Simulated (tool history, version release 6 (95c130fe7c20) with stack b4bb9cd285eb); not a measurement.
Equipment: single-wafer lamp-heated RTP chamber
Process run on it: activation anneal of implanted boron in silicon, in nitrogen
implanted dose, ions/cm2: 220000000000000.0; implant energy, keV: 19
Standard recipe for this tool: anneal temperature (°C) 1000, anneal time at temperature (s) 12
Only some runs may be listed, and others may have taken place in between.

| run | hour | anneal temperature (°C) | anneal time at temperature (s) | wafers since the last listed run | wafers since the last pyrometer calibration | wafers since the reflector plate was cleaned | hours since the gauge calibration | read-back reference wafer on the same gauge, sheet resistance | sheet resistance of the implanted and annealed layer (ohm/square) |
|---|---|---|---|---|---|---|---|---|---|
| 1 | 0.0 | 1016 | 16 | 0 | 1926 | 6896 | 341.3 | 363.07 | 414.80 |
| 2 | 32.9 | 1000 | 12 | 572 | 2498 | 7468 | 374.2 | 362.26 | 415.64 |
|  | 57.1 | pyrometer window cleaned and pyrometer calibrated |
|  | 59.6 | gauge calibrated |
| 3 | 67.4 | 1000 | 12 | 460 | 178 | 7929 | 7.8 | 368.60 | 427.69 |
| 4 | 95.4 | 1000 | 12 | 486 | 665 | 8416 | 35.8 | 368.20 | 426.03 |
| 5 | 113.3 | 1014 | 12 | 311 | 977 | 8727 | 53.7 | 367.48 | 421.09 |
| 6 | 145.0 | 1014 | 12 | 551 | 1528 | 9279 | 85.4 | 367.08 | 424.94 |
| 7 | 162.8 | 1014 | 12 | 309 | 1837 | 9588 | 103.2 | 366.54 | 423.89 |
| 8 | 189.3 | 1012 | 12 | 460 | 2298 | 10049 | 129.7 | 366.31 | 422.33 |
| 9 | 218.3 | 1012 | 12 | 504 | 2803 | 10553 | 158.7 | 365.44 | 418.23 |
|  | 237.1 | pyrometer window cleaned and pyrometer calibrated |
| 10 | 237.6 | 1012 | 12 | 196 | 8 | 10750 | 178.0 | 365.56 | 416.14 |
| 11 | 249.8 | 1000 | 17 | 212 | 220 | 10962 | 190.2 | 366.06 | 422.84 |
| 12 | 282.5 | 1000 | 17 | 568 | 789 | 11531 | 222.9 | 365.40 | 420.35 |
| 13 | 316.7 | 1000 | 17 | 594 | 1384 | 12125 | 257.1 | 364.68 | 420.87 |
| 14 | 346.3 | 1000 | 12 | 514 | 1898 | 12640 | 286.7 | 364.38 | 422.22 |
|  | 364.6 | reflector plate cleaned |
| 15 | 373.1 | 984 | 17 | 326 | 2225 | 148 | 313.5 | 364.01 | 429.53 |
| 16 | 391.5 | 1000 | 18 | 319 | 2545 | 468 | 331.9 | 363.29 | 419.89 |
|  | 413.7 | pyrometer window cleaned and pyrometer calibrated |
| 17 | 458.7 | 1024 | 12 | 1029 | 782 | 1497 | 399.1 | 362.74 | 413.66 |
| 18 | 476.2 | 1000 | 12 | 304 | 1086 | 1802 | 416.6 | 362.08 | 421.70 |
|  | 492.8 | gauge calibrated |
| 19 | 508.3 | 1013 | 5 | 558 | 1644 | 2360 | 15.5 | 368.56 | 426.60 |
| 20 | 535.2 | 984 | 12 | 467 | 2112 | 2828 | 42.4 | 368.20 | 434.68 |
| 21 | 552.7 | 1016 | 18 | 304 | 2416 | 3132 | 59.9 | 368.07 | 421.50 |
| 22 | 587.7 | 1029 | 7 | 608 | 3025 | 3741 | 94.9 | 366.91 | 422.06 |
|  | 603.7 | pyrometer window cleaned and pyrometer calibrated |
| 23 | 615.8 | 1000 | 6 | 349 | 209 | 4090 | 123.0 | 366.34 | 426.95 |
| 24 | 641.1 | 988 | 14 | 439 | 649 | 4530 | 148.3 | 367.09 | 432.59 |
| 25 | 658.3 | 1000 | 12 | 299 | 948 | 4829 | 165.5 | 366.50 | 425.88 |
| 26 | 678.4 | 980 | 18 | 349 | 1298 | 5179 | 185.6 | 366.54 | 434.19 |

Some steps in sheet resistance of the implanted and annealed layer (ohm/square) between neighbouring runs. How much of each would the tool show without its hidden state too (settings, what came in, random variation), and how much is left for the hidden state, with any gauge scatter that isn't in both results?
What the log doesn't record here: true wafer temperature minus pyrometer reading, K; wafer temperature error from the tarnished reflector plate, K; gauge reads high (%).
Run 2 -> 3: pyrometer window cleaned and pyrometer calibrated, gauge calibrated. sheet resistance of the implanted and annealed layer (ohm/square) +12.05: hidden state +6.92, all else +5.13.
Run 18 -> 19: anneal temperature (°C) 1000 -> 1013, anneal time at temperature (s) 12 -> 5, gauge calibrated. sheet resistance of the implanted and annealed layer (ohm/square) +4.90: hidden state +7.68, all else -2.78.
Run 20 -> 21: anneal temperature (°C) 984 -> 1016, anneal time at temperature (s) 12 -> 18. sheet resistance of the implanted and annealed layer (ohm/square) -13.18: hidden state -0.31, all else -12.87.
